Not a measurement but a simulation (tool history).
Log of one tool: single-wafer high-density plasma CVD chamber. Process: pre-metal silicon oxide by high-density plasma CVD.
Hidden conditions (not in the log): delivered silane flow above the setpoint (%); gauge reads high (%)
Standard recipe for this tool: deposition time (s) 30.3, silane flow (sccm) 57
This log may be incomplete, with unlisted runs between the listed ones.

run    day  deposition time (s)  silane flow (sccm)  wafers since the last listed run  hours since the silane flow controller was replaced  hours since the gauge calibration  read-back reference wafer on the same gauge, thickness_nm  mean film thickness on the monitor wafer (nm)
  1  0.000                 30.3                  57                                 0                                               4745.0                               71.4                                                    128.939                                        156.654
  2  0.571                 28.2                  57                               308                                               4758.7                               85.1                                                    128.996                                        145.661
  3  0.896                 28.2                  57                               175                                               4766.5                               92.9                                                    129.036                                        145.709
  4  2.446                 30.3                  48                               836                                               4803.7                              130.1                                                    128.892                                        132.965
  5  3.138                 30.3                  57                               373                                               4820.3                              146.7                                                    128.951                                        156.467
  6  3.700                 30.3                  57                               303                                               4833.8                              160.2                                                    128.993                                        156.838
     4.108  -- silane flow controller replaced
  7  4.129                 30.3                  57                                51                                                  0.5                              170.5                                                    129.049                                        156.678
  8  4.433                 28.3                  57                               164                                                  7.8                              177.8                                                    128.990                                        146.590
     4.546  -- gauge calibrated
  9  5.179                 30.3                  66                               402                                                 25.7                               15.2                                                    128.980                                        179.879
 10  5.896                 33.5                  54                               386                                                 42.9                               32.4                                                    129.011                                        164.562
 11  6.217                 33.5                  54                               173                                                 50.6                               40.1                                                    129.052                                        164.379
 12  6.617                 30.3                  57                               215                                                 60.2                               49.7                                                    129.055                                        156.273
 13  7.012                 24.9                  65                               213                                                 69.7                               59.2                                                    128.995                                        146.003
 14  7.529                 25.2                  51                               278                                                 82.1                               71.6                                                    128.963                                        117.581
 15  8.054                 25.3                  63                               283                                                 94.7                               84.2                                                    128.972                                        143.884
 16  8.800                 30.3                  48                               402                                                112.6                              102.1                                                    128.997                                        133.447

Forecast run 17:
 17  9.550                 26.3                  50                               404                                                130.6                              120.1                                                          ?                                              ?

Logged for run 17: read-back reference wafer on the same gauge, thickness_nm 129.007, mean film thickness on the monitor wafer (nm) 120.053.
With no hidden state in the tool, this same run would have given mean film thickness on the monitor wafer (nm) 120.053.
